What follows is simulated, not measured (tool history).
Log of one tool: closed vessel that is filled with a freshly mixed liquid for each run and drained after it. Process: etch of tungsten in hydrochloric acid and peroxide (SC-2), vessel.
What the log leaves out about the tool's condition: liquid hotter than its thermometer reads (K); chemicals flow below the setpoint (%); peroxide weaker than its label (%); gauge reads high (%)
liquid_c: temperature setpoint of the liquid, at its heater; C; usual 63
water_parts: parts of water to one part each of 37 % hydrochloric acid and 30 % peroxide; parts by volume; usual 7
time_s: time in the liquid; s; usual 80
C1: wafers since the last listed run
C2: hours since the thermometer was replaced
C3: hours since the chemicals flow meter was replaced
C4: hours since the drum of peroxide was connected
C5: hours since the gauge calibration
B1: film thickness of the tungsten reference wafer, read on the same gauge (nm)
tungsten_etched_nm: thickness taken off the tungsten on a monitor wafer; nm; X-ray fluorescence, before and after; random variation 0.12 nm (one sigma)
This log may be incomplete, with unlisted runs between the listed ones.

{"run": 1, "hour": 0.0, "liquid_c": 63, "water_parts": 7, "time_s": 80, "C1": 0, "C2": 2141.4, "C3": 197.8, "C4": 1165.5, "C5": 71.7, "B1": 90.15, "tungsten_etched_nm": 37.75}
{"run": 2, "hour": 45.0, "liquid_c": 63, "water_parts": 7, "time_s": 80, "C1": 6025, "C2": 2186.4, "C3": 242.8, "C4": 1210.5, "C5": 116.7, "B1": 90.33, "tungsten_etched_nm": 37.61}
{"run": 3, "hour": 66.2, "liquid_c": 63, "water_parts": 7, "time_s": 80, "C1": 2838, "C2": 2207.6, "C3": 264, "C4": 1231.7, "C5": 137.9, "B1": 90.33, "tungsten_etched_nm": 37.62}
{"run": 4, "hour": 92.3, "liquid_c": 63, "water_parts": 7, "time_s": 80, "C1": 3494, "C2": 2233.7, "C3": 290.1, "C4": 1257.8, "C5": 164, "B1": 90.45, "tungsten_etched_nm": 37.53}
{"run": 5, "hour": 111.5, "liquid_c": 63, "water_parts": 7, "time_s": 80, "C1": 2570, "C2": 2252.9, "C3": 309.3, "C4": 1277, "C5": 183.2, "B1": 90.5, "tungsten_etched_nm": 37.77}
{"run": 6, "hour": 145.1, "liquid_c": 63, "water_parts": 7, "time_s": 55, "C1": 4499, "C2": 2286.5, "C3": 342.9, "C4": 1310.6, "C5": 216.8, "B1": 90.55, "tungsten_etched_nm": 25.93}
{"run": 7, "hour": 166.1, "liquid_c": 63, "water_parts": 7, "time_s": 80, "C1": 2812, "C2": 2307.5, "C3": 363.9, "C4": 1331.6, "C5": 237.8, "B1": 90.61, "tungsten_etched_nm": 37.82}
{"run": 8, "hour": 178.7, "liquid_c": 63, "water_parts": 7, "time_s": 80, "C1": 1687, "C2": 2320.1, "C3": 376.5, "C4": 1344.2, "C5": 250.4, "B1": 90.62, "tungsten_etched_nm": 37.92}
{"hour": 185.9, "done": "new drum of peroxide connected"}
{"run": 9, "hour": 208.1, "liquid_c": 57, "water_parts": 7, "time_s": 65, "C1": 3802, "C2": 2349.5, "C3": 405.9, "C4": 22.2, "C5": 279.8, "B1": 90.7, "tungsten_etched_nm": 21.12}
{"hour": 219.9, "done": "thermometer replaced"}
{"run": 10, "hour": 226.6, "liquid_c": 57, "water_parts": 7, "time_s": 65, "C1": 2343, "C2": 6.7, "C3": 424.4, "C4": 40.7, "C5": 298.3, "B1": 90.71, "tungsten_etched_nm": 21.2}
{"run": 11, "hour": 250.4, "liquid_c": 63, "water_parts": 5, "time_s": 40, "C1": 3186, "C2": 30.5, "C3": 448.2, "C4": 64.5, "C5": 322.1, "B1": 90.73, "tungsten_etched_nm": 24.44}
{"run": 12, "hour": 345.3, "liquid_c": 63, "water_parts": 4.5, "time_s": 80, "C1": 12707, "C2": 125.4, "C3": 543.1, "C4": 159.4, "C5": 417, "B1": 90.97, "tungsten_etched_nm": 52.33}
{"run": 13, "hour": 376.0, "liquid_c": 72, "water_parts": 9.5, "time_s": 80, "C1": 4110, "C2": 156.1, "C3": 573.8, "C4": 190.1, "C5": 447.7, "B1": 91.12, "tungsten_etched_nm": 50.96}
{"run": 14, "hour": 396.7, "liquid_c": 54, "water_parts": 4.5, "time_s": 50, "C1": 2771, "C2": 176.8, "C3": 594.5, "C4": 210.8, "C5": 468.4, "B1": 91.18, "tungsten_etched_nm": 18.72}
{"run": 15, "hour": 438.3, "liquid_c": 63, "water_parts": 8, "time_s": 65, "C1": 5570, "C2": 218.4, "C3": 636.1, "C4": 252.4, "C5": 510, "B1": 91.24, "tungsten_etched_nm": 27.96}
{"run": 16, "hour": 460.8, "liquid_c": 63, "water_parts": 7, "time_s": 80, "C1": 3012, "C2": 240.9, "C3": 658.6, "C4": 274.9, "C5": 532.5, "B1": 91.28, "tungsten_etched_nm": 38.04}
{"hour": 473.5, "done": "gauge calibrated"}
{"run": 17, "hour": 484.8, "liquid_c": 59.5, "water_parts": 7, "time_s": 80, "C1": 3213, "C2": 264.9, "C3": 682.6, "C4": 298.9, "C5": 11.3, "B1": 90.18, "tungsten_etched_nm": 30.33}
{"run": 18, "hour": 508.0, "liquid_c": 69.5, "water_parts": 8.5, "time_s": 80, "C1": 3106, "C2": 288.1, "C3": 705.8, "C4": 322.1, "C5": 34.5, "B1": 90.18, "tungsten_etched_nm": 47.77}
{"run": 19, "hour": 521.8, "liquid_c": 63, "water_parts": 7, "time_s": 80, "C1": 1847, "C2": 301.9, "C3": 719.6, "C4": 335.9, "C5": 48.3, "B1": 90.29, "tungsten_etched_nm": 37.54}
{"run": 20, "hour": 546.0, "liquid_c": 71, "water_parts": 9, "time_s": 45, "C1": 3240, "C2": 326.1, "C3": 743.8, "C4": 360.1, "C5": 72.5, "B1": 90.29, "tungsten_etched_nm": 28.15}
{"run": 21, "hour": 564.6, "liquid_c": 57, "water_parts": 7, "time_s": 65, "C1": 2490, "C2": 344.7, "C3": 762.4, "C4": 378.7, "C5": 91.1, "B1": 90.38, "tungsten_etched_nm": 21.08}
{"hour": 566.4, "done": "chemicals flow meter replaced"}
{"run": 22, "hour": 596.8, "liquid_c": 53.5, "water_parts": 5.5, "time_s": 65, "C1": 4177, "C2": 376.9, "C3": 30.4, "C4": 410.9, "C5": 123.3, "B1": 90.44, "tungsten_etched_nm": 20.24}
{"run": 23, "hour": 609.5, "liquid_c": 68, "water_parts": 4, "time_s": 120, "C1": 1700, "C2": 389.6, "C3": 43.1, "C4": 423.6, "C5": 136, "B1": 90.5, "tungsten_etched_nm": 114.4}
{"run": 24, "hour": 636.8, "liquid_c": 63, "water_parts": 10, "time_s": 35, "C1": 3655, "C2": 416.9, "C3": 70.4, "C4": 450.9, "C5": 163.3, "B1": 90.57, "tungsten_etched_nm": 12.39}
{"run": 25, "hour": 650.4, "liquid_c": 55.5, "water_parts": 9.5, "time_s": 100, "C1": 1821, "C2": 430.5, "C3": 84, "C4": 464.5, "C5": 176.9, "B1": 90.54, "tungsten_etched_nm": 23.13}
{"run": 26, "hour": 672.8, "liquid_c": 63, "water_parts": 10, "time_s": 50, "C1": 2999, "C2": 452.9, "C3": 106.4, "C4": 486.9, "C5": 199.3, "B1": 90.63, "tungsten_etched_nm": 17.72}
{"run": 27, "hour": 689.4, "liquid_c": 63, "water_parts": 4, "time_s": 80, "C1": 2222, "C2": 469.5, "C3": 123, "C4": 503.5, "C5": 215.9, "B1": 90.66, "tungsten_etched_nm": 56.69}
{"run": 28, "hour": 725.3, "liquid_c": 59, "water_parts": 6, "time_s": 80, "C1": 4807, "C2": 505.4, "C3": 158.9, "C4": 539.4, "C5": 251.8, "B1": 90.69, "tungsten_etched_nm": 33.16}
{"run": 29, "hour": 741.4, "liquid_c": 63, "water_parts": 7, "time_s": 80, "C1": 2155, "C2": 521.5, "C3": 175, "C4": 555.5, "C5": 267.9, "B1": 90.77, "tungsten_etched_nm": 37.84}
{"run": 30, "hour": 762.8, "liquid_c": 63, "water_parts": 5.5, "time_s": 35, "C1": 2865, "C2": 542.9, "C3": 196.4, "C4": 576.9, "C5": 289.3, "B1": 90.82, "tungsten_etched_nm": 20}
{"run": 31, "hour": 779.5, "liquid_c": 53.5, "water_parts": 8.5, "time_s": 95, "C1": 2236, "C2": 559.6, "C3": 213.1, "C4": 593.6, "C5": 306, "B1": 90.87, "tungsten_etched_nm": 21.19}

Selected run-to-run steps in tungsten_etched_nm, each split into two signed amounts: the part the tool would show with no hidden state at all (from settings, incoming material and random variation), and the remainder, which goes to the hidden state together with any gauge scatter not common to the measured and the hidden-state-free results:
Run 16 -> 17: liquid_c 63 -> 59.5, gauge calibrated. tungsten_etched_nm -7.71 nm: hidden state -0.48, all else -7.23.
Run 22 -> 23: liquid_c 53.5 -> 68, water_parts 5.5 -> 4, time_s 65 -> 120. tungsten_etched_nm +94.16 nm: hidden state +0.5, all else +93.66.
Run 23 -> 24: liquid_c 68 -> 63, water_parts 4 -> 10, time_s 120 -> 35. tungsten_etched_nm -102.01 nm: hidden state -0.52, all else -101.49.
Run 26 -> 27: water_parts 10 -> 4, time_s 50 -> 80. tungsten_etched_nm +38.97 nm: hidden state +0.29, all else +38.68.

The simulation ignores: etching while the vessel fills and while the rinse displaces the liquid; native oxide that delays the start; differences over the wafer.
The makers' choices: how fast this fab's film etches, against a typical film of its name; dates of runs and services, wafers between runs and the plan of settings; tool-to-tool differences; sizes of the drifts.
